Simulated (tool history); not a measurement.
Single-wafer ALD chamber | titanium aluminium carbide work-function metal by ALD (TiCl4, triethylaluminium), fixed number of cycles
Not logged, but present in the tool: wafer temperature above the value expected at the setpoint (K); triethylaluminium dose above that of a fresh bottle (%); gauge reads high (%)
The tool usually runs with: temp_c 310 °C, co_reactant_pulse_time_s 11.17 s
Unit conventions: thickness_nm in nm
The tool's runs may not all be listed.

| run | hour | temp_c | co_reactant_pulse_time_s | wafers since the last listed run | hours since the last thermocouple change | hours since the last triethylaluminium bottle change | hours since the showerhead was replaced | hours since the gauge calibration | read-back reference wafer on the same gauge, thickness_nm | thickness_nm |
|---|---|---|---|---|---|---|---|---|---|---|
| 1 | 0 | 310 | 11.17 | 0 | 2660.8 | 1660.7 | 2123.7 | 90.4 | 1.932 | 1.908 |
| 2 | 11.6 | 310 | 8.38 | 116 | 2672.4 | 1672.3 | 2135.3 | 102 | 1.93 | 1.641 |
| 3 | 23.9 | 310 | 8.38 | 123 | 2684.7 | 1684.6 | 2147.6 | 114.3 | 1.93 | 1.645 |
| 4 | 32.6 | 310 | 8.38 | 87 | 2693.4 | 1693.3 | 2156.3 | 123 | 1.93 | 1.648 |
| 5 | 43.4 | 310 | 11.17 | 108 | 2704.2 | 1704.1 | 2167.1 | 133.8 | 1.93 | 1.909 |
| 6 | 54.3 | 310 | 11.17 | 109 | 2715.1 | 1715 | 2178 | 144.7 | 1.931 | 1.896 |
|  | 66.9 | showerhead replaced, of another model than before |
|  | 67.4 | gauge calibrated |
|  | 69.6 | triethylaluminium bottle replaced |
| 7 | 70.1 | 310 | 11.17 | 50 | 2730.9 | 0.5 | 3.2 | 2.7 | 1.931 | 2.101 |
| 8 | 84.4 | 305 | 11.17 | 143 | 2745.2 | 14.8 | 17.5 | 17 | 1.93 | 2.048 |
| 9 | 95.3 | 297 | 15.58 | 109 | 2756.1 | 25.7 | 28.4 | 27.9 | 1.929 | 2.036 |
|  | 134 | thermocouple changed; heater temperature recalibrated |
| 10 | 144.2 | 310 | 13.05 | 409 | 10.2 | 74.6 | 77.3 | 76.8 | 1.93 | 2.137 |
| 11 | 152 | 322 | 14.32 | 78 | 18 | 82.4 | 85.1 | 84.6 | 1.931 | 2.274 |
| 12 | 165.5 | 295 | 13.25 | 135 | 31.5 | 95.9 | 98.6 | 98.1 | 1.929 | 1.991 |
| 13 | 172.9 | 318 | 7.9 | 74 | 38.9 | 103.3 | 106 | 105.5 | 1.93 | 1.571 |
| 14 | 190.7 | 310 | 11.17 | 178 | 56.7 | 121.1 | 123.8 | 123.3 | 1.93 | 2.06 |
| 15 | 199.7 | 310 | 11.17 | 90 | 65.7 | 130.1 | 132.8 | 132.3 | 1.929 | 2.066 |

Forecast run 16:
| 16 | 212.5 | 310 | 11.17 | 128 | 78.5 | 142.9 | 145.6 | 145.1 | ? | ? |

{"run 16": {"read-back reference wafer on the same gauge, thickness_nm": 1.931, "thickness_nm": 2.053}}
Minus the tool's unlogged condition, the same run would have read thickness_nm 2.122 nm.
